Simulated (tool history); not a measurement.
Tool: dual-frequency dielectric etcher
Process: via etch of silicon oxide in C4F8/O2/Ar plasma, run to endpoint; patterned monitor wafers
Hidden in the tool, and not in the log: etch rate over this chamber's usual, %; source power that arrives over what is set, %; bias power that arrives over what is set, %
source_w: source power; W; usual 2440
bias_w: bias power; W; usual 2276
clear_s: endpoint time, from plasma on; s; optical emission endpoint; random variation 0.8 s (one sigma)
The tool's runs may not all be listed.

run,hour,source_w,bias_w,wafers since the last listed run,hours since the last wet clean,hours since the last source power generator calibration,hours since the last bias power generator calibration,hours since the last upper electrode change,"incoming incoming film thickness, nm",clear_s
1,0,2100,2050,0,27.5,4284.7,3485.5,3271.9,829.9,160.2
2,53.5,2100,2050,380,81,4338.2,3539,3325.4,839,162.2
3,90.5,2440,2276,263,118,4375.2,3576,3362.4,840,144.7
4,161.2,2440,2276,502,188.7,4445.9,3646.7,3433.1,834.2,143
5,217.3,2720,2276,399,244.8,4502,3702.8,3489.2,824.8,135.1
6,256.6,2140,2276,279,284.1,4541.3,3742.1,3528.5,837.9,151.6
7,357.4,2140,2276,716,384.9,4642.1,3842.9,3629.3,835.1,150.2
# hour 384.1: upper electrode replaced
8,446.1,2140,2276,460,473.6,4730.8,3931.6,62,835.6,149.4
# hour 511.4: source power generator calibrated
# hour 540.5: wet clean of the chamber
9,541,2840,2276,475,0.5,29.6,4026.5,156.9,833.5,128.5
10,604.9,2180,2276,454,64.4,93.5,4090.4,220.8,834.8,145
# hour 616.6: bias power generator calibrated
# hour 681.5: wet clean of the chamber, repeated, since the last time left the tool worse
11,682,2620,2659,349,0.5,170.6,65.4,297.9,831.8,129.7
12,733.4,2140,2452,365,51.9,222,116.8,349.3,838.9,148.7
13,838.9,2710,1719,750,157.4,327.5,222.3,454.8,832.4,154.4
14,876.7,2000,1804,268,195.2,365.3,260.1,492.6,839.1,173.4
15,940.8,1970,2276,455,259.3,429.4,324.2,556.7,836.2,155.6
16,1043.2,2440,2276,728,361.7,531.8,426.6,659.1,838.9,140.7

Forecast each of these 5 alternatives for the next run:
A,1043.7,2440,1844,3,362.2,532.3,427.1,659.6,834.7,?
B,1043.7,2910,2276,3,362.2,532.3,427.1,659.6,834.7,?
C,1043.7,1840,1912,3,362.2,532.3,427.1,659.6,834.7,?
D,1043.7,2670,2453,3,362.2,532.3,427.1,659.6,834.7,?
E,1043.7,2070,2007,3,362.2,532.3,427.1,659.6,834.7,?

run,clear_s
A,154.6
B,131.1
C,171.6
D,131.6
E,159.7
Without the tool's hidden state the same runs would have given:
run,clear_s
A,158.6
B,134.4
C,176
D,135
E,163.8

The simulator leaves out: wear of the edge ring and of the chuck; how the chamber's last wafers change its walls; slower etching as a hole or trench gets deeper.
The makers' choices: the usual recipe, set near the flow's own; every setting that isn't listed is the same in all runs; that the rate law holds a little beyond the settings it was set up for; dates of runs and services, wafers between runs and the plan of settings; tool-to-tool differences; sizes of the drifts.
